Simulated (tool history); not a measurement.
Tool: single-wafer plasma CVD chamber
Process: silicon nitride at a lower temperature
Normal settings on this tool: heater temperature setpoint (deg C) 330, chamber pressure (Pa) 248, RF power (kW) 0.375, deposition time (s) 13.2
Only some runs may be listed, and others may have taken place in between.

run   hour  heater temperature setpoint (deg C)  chamber pressure (Pa)  RF power (kW)  deposition time (s)  wafers since the last listed run  hours since the last thermocouple change  hours since the last RF generator calibration  hours since the last manometer calibration  hours since the showerhead was replaced  hours since the gauge calibration  read-back reference wafer on the same gauge, thickness_nm  mean film thickness on the monitor wafer (Å)
  1    0.0                                  330                    248          0.375                 13.2                                 0                                    1971.6                                          481.6                                       242.4                                   2193.1                              104.5                                                     19.203                                        195.88
  2   60.8                                  330                    248          0.375                 13.2                              2615                                    2032.4                                          542.4                                       303.2                                   2253.9                              165.3                                                     19.141                                        196.59
  3  159.2                                  330                    248          0.375                 13.2                              4233                                    2130.8                                          640.8                                       401.6                                   2352.3                              263.7                                                     19.042                                        194.53
  4  239.6                                  330                    248          0.375                 13.2                              3459                                    2211.2                                          721.2                                       482.0                                   2432.7                              344.1                                                     19.036                                        193.71
  5  334.7                                  330                    248          0.375                 13.2                              4091                                    2306.3                                          816.3                                       577.1                                   2527.8                              439.2                                                     18.955                                        193.34
  6  389.7                                  324                    269          0.375                 13.2                              2366                                    2361.3                                          871.3                                       632.1                                   2582.8                              494.2                                                     18.924                                        199.37
  7  445.9                                  324                    269          0.375                 13.2                              2417                                    2417.5                                          927.5                                       688.3                                   2639.0                              550.4                                                     18.883                                        197.80
     489.7  -- thermocouple changed; heater temperature recalibrated
  8  519.9                                  324                    269          0.375                 13.2                              2839                                      30.2                                         1001.5                                       762.3                                   2713.0                              624.4                                                     18.793                                        197.92
  9  565.1                                  330                    248          0.420                 13.2                              1944                                      75.4                                         1046.7                                       807.5                                   2758.2                              669.6                                                     18.757                                        211.44
 10  644.6                                  342                    197          0.375                 15.7                              3420                                     154.9                                         1126.2                                       887.0                                   2837.7                              749.1                                                     18.744                                        207.82
     678.5  -- gauge calibrated
 11  708.0                                  337                    271          0.440                 15.0                              2727                                     218.3                                         1189.6                                       950.4                                   2901.1                               29.5                                                     19.236                                        263.88
     730.3  -- showerhead replaced
 12  806.5                                  330                    248          0.375                 13.2                              3893                                     316.8                                         1288.1                                      1048.9                                     76.2                              128.0                                                     19.170                                        196.18

Run 13 comes next. What will it give?
 13  871.8                                  316                    248          0.375                 13.2                              2809                                     382.1                                         1353.4                                      1114.2                                    141.5                              193.3                                                          ?                                             ?

Run 13 came out at read-back reference wafer on the same gauge, thickness_nm 19.133, mean film thickness on the monitor wafer (Å) 195.45.
The same run, on a tool lacking any hidden state, would have yielded mean film thickness on the monitor wafer (Å) 196.43.
